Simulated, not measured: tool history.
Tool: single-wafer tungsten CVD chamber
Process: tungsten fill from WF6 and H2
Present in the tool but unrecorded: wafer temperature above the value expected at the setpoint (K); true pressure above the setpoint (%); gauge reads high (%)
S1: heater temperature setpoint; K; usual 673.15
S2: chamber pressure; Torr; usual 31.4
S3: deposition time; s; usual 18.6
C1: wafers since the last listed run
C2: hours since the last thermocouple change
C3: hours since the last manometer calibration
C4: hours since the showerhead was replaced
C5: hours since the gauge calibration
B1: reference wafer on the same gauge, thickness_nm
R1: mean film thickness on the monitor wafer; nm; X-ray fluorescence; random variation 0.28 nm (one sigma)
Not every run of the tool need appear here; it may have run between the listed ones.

{"run": 1, "hour": 0.0, "S1": 669.15, "S2": 31.4, "S3": 18.6, "C1": 0, "C2": 943, "C3": 1244.1, "C4": 4628.7, "C5": 415.6, "B1": 52.072, "R1": 55.202}
{"run": 2, "hour": 67.0, "S1": 666.15, "S2": 31.4, "S3": 18.6, "C1": 1769, "C2": 1010, "C3": 1311.1, "C4": 4695.7, "C5": 482.6, "B1": 52.05, "R1": 52.539}
{"run": 3, "hour": 118.3, "S1": 666.15, "S2": 31.4, "S3": 18.6, "C1": 1354, "C2": 1061.3, "C3": 1362.4, "C4": 4747, "C5": 533.9, "B1": 52.157, "R1": 52.747}
{"run": 4, "hour": 154.5, "S1": 673.15, "S2": 31.4, "S3": 18.6, "C1": 955, "C2": 1097.5, "C3": 1398.6, "C4": 4783.2, "C5": 570.1, "B1": 52.043, "R1": 59.556}
{"run": 5, "hour": 201.5, "S1": 673.15, "S2": 31.4, "S3": 18.6, "C1": 1241, "C2": 1144.5, "C3": 1445.6, "C4": 4830.2, "C5": 617.1, "B1": 52.093, "R1": 59.259}
{"run": 6, "hour": 252.9, "S1": 673.15, "S2": 31.4, "S3": 18.6, "C1": 1357, "C2": 1195.9, "C3": 1497, "C4": 4881.6, "C5": 668.5, "B1": 52.059, "R1": 59.281}
{"run": 7, "hour": 283.1, "S1": 673.15, "S2": 31.4, "S3": 18.6, "C1": 797, "C2": 1226.1, "C3": 1527.2, "C4": 4911.8, "C5": 698.7, "B1": 52.106, "R1": 59.001}
{"hour": 316.7, "done": "capacitance manometer re-zeroed and calibrated"}
{"run": 8, "hour": 317.2, "S1": 673.15, "S2": 31.4, "S3": 18.6, "C1": 689, "C2": 1260.2, "C3": 0.5, "C4": 4945.9, "C5": 732.8, "B1": 52.184, "R1": 57.126}
{"run": 9, "hour": 367.3, "S1": 673.15, "S2": 31.4, "S3": 18.6, "C1": 1323, "C2": 1310.3, "C3": 50.6, "C4": 4996, "C5": 782.9, "B1": 52.119, "R1": 57.922}
{"run": 10, "hour": 413.7, "S1": 673.15, "S2": 31.4, "S3": 18.6, "C1": 1225, "C2": 1356.7, "C3": 97, "C4": 5042.4, "C5": 829.3, "B1": 52.075, "R1": 57.943}
{"hour": 439.4, "done": "gauge calibrated"}
{"run": 11, "hour": 474.4, "S1": 677.15, "S2": 39, "S3": 18.6, "C1": 1603, "C2": 1417.4, "C3": 157.7, "C4": 5103.1, "C5": 35, "B1": 52.154, "R1": 67.428}
{"run": 12, "hour": 530.9, "S1": 673.15, "S2": 31.4, "S3": 18.6, "C1": 1492, "C2": 1473.9, "C3": 214.2, "C4": 5159.6, "C5": 91.5, "B1": 52.087, "R1": 58.263}
{"run": 13, "hour": 599.1, "S1": 677.15, "S2": 39, "S3": 18.6, "C1": 1801, "C2": 1542.1, "C3": 282.4, "C4": 5227.8, "C5": 159.7, "B1": 52.121, "R1": 67.252}
{"hour": 622.3, "done": "showerhead replaced"}
{"run": 14, "hour": 630.3, "S1": 673.15, "S2": 31.4, "S3": 18.6, "C1": 612, "C2": 1573.3, "C3": 313.6, "C4": 8, "C5": 190.9, "B1": 52.108, "R1": 58.192}
{"hour": 638.4, "done": "thermocouple changed; heater temperature recalibrated"}
{"run": 15, "hour": 688.1, "S1": 673.15, "S2": 28.5, "S3": 16.8, "C1": 1315, "C2": 49.7, "C3": 371.4, "C4": 65.8, "C5": 248.7, "B1": 52.121, "R1": 50.857}
{"run": 16, "hour": 739.3, "S1": 673.15, "S2": 26.5, "S3": 16.3, "C1": 1352, "C2": 100.9, "C3": 422.6, "C4": 117, "C5": 299.9, "B1": 52.078, "R1": 47.493}
{"run": 17, "hour": 808.1, "S1": 661.15, "S2": 35.2, "S3": 18.6, "C1": 1816, "C2": 169.7, "C3": 491.4, "C4": 185.8, "C5": 368.7, "B1": 52.025, "R1": 50.048}
{"run": 18, "hour": 850.4, "S1": 685.15, "S2": 33.9, "S3": 18.6, "C1": 1117, "C2": 212, "C3": 533.7, "C4": 228.1, "C5": 411, "B1": 52.087, "R1": 73.187}
{"run": 19, "hour": 889.8, "S1": 673.15, "S2": 31.4, "S3": 17.6, "C1": 1040, "C2": 251.4, "C3": 573.1, "C4": 267.5, "C5": 450.4, "B1": 52.169, "R1": 55.269}
{"run": 20, "hour": 920.3, "S1": 686.15, "S2": 24.4, "S3": 18.6, "C1": 805, "C2": 281.9, "C3": 603.6, "C4": 298, "C5": 480.9, "B1": 52.056, "R1": 64.956}

Selected run-to-run steps in R1, each split into two signed amounts: the part the tool would show with no hidden state at all (from settings, incoming material and random variation), and the remainder, which goes to the hidden state together with any gauge scatter not common to the measured and the hidden-state-free results:
Run 7 -> 8: capacitance manometer re-zeroed and calibrated. R1 -1.875 nm: hidden state -1.737, all else -0.138.
Run 17 -> 18: S1 661.15 -> 685.15, S2 35.2 -> 33.9. R1 +23.139 nm: hidden state +0.493, all else +22.646.
Run 18 -> 19: S1 685.15 -> 673.15, S2 33.9 -> 31.4, S3 18.6 -> 17.6. R1 -17.918 nm: hidden state -0.297, all else -17.621.
